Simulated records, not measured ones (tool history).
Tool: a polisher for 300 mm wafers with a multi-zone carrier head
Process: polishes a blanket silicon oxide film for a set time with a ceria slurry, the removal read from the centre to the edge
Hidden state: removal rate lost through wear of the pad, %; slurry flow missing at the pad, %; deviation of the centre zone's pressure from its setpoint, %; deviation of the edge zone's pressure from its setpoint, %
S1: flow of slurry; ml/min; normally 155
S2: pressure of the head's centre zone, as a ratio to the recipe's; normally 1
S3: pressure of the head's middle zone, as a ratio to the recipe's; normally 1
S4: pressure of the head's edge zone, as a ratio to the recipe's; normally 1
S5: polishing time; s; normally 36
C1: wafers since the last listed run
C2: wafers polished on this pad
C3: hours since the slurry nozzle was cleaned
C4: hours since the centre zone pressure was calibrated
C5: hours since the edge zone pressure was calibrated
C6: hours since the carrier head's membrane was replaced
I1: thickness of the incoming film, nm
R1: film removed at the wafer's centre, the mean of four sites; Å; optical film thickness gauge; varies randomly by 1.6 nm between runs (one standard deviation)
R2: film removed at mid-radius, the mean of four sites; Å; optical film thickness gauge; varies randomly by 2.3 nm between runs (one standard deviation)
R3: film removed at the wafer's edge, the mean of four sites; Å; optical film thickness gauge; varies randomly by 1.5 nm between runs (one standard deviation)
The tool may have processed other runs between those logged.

run	day	S1	S2	S3	S4	S5	C1	C2	C3	C4	C5	C6	I1	R1	R2	R3
1	0	185	1	0.94	0.89	36	0	988	476.7	159.8	1215.1	1102.1	713.8	1559	1524	1551
2	0.729	185	1	0.94	1	36	185	1173	494.2	177.3	1232.6	1119.6	734.3	1556	1521	1582
# day 1.396: carrier head's membrane replaced by a new one
3	1.417	155	1.07	1	0.89	36	121	1295	510.7	193.8	1249.1	0.5	731.2	1537	1571	1454
4	2.35	155	0.95	1	1	30	237	1532	533.1	216.2	1271.5	22.9	719.8	1132	1285	1270
# day 2.675: slurry nozzle cleaned
5	3.579	155	1	1	1	36	301	1834	21.7	245.7	1301	52.4	727.2	1585	1696	1639
# day 4.312: edge zone pressure recalibrated
6	4.804	135	1	1	0.95	36	290	2124	51.1	275.1	11.8	81.8	723.4	1547	1662	1579
# day 5.554: worn pad replaced by a new one
7	5.733	155	1	1	1	36	193	45	73.4	297.4	34.1	104.1	718.6	1596	1715	1630
# day 6.858: centre zone pressure recalibrated
8	6.879	155	1	1	0.92	41	269	315	100.9	0.5	61.6	131.6	725.1	1873	1934	1808
9	7.488	190	1	0.96	1	36	154	470	115.5	15.1	76.2	146.2	726.2	1679	1708	1669
10	8.196	155	1	1	1	36	179	650	132.5	32.1	93.2	163.2	730.6	1596	1671	1647
11	8.967	155	1	1	1	36	195	846	151	50.6	111.7	181.7	729.2	1611	1681	1643
12	10.196	155	0.93	1.04	0.91	36	312	1158	180.5	80.1	141.2	211.2	717.7	1522	1707	1560
13	10.725	155	0.9	1.04	1.05	42	134	1292	193.2	92.8	153.9	223.9	739.9	1701	1994	1957
14	11.429	155	1	0.93	1	36	178	1471	210.1	109.7	170.8	240.8	719.9	1576	1551	1647
15	12.896	155	1	1	1	36	372	1844	245.3	144.9	206	276	717.4	1563	1645	1616
16	14.012	200	1	1	1.06	36	283	2128	272.1	171.7	232.8	302.8	714.5	1635	1725	1719
# day 14.871: worn pad replaced by a new one
17	15.067	155	1	0.89	1	28	225	50	297.4	197	258.1	328.1	727	1214	1170	1284
18	16.342	155	1	0.89	1	36	323	374	328	227.6	288.7	358.7	732.2	1504	1458	1633
19	17.292	170	1.09	1	0.9	43	241	615	350.8	250.4	311.5	381.5	735.5	1974	1989	1832
# day 18.308: centre zone pressure recalibrated
20	18.696	155	1	1	1.07	27	335	951	384.5	9.3	345.2	415.2	731.4	1157	1231	1244
21	22.288	155	1	0.95	1.08	36	912	1863	470.7	95.5	431.4	501.4	723.1	1451	1507	1634

For each run, what was the tool's unlogged condition?
removal rate lost through wear of the pad, %: 0, the same for each run
deviation of the edge zone's pressure from its setpoint, %: 0, the same for each run
H1: slurry flow missing at the pad, %
H2: deviation of the centre zone's pressure from its setpoint, %
run	H1	H2
1	33.4	-2.05
2	35.8	-2.34
3	38.1	-2.62
4	41.4	-3
5	5.29	-3.49
6	5.59	-3.99
7	5.98	-4.36
8	6.65	0.00416
9	7.1	-0.241
10	7.69	-0.527
11	8.43	-0.838
12	9.8	-1.33
13	10.5	-1.55
14	11.4	-1.83
15	13.7	-2.42
16	15.6	-2.87
17	17.6	-3.3
18	20.3	-3.81
19	22.5	-4.2
20	26	-0.652
21	36.3	-2.1

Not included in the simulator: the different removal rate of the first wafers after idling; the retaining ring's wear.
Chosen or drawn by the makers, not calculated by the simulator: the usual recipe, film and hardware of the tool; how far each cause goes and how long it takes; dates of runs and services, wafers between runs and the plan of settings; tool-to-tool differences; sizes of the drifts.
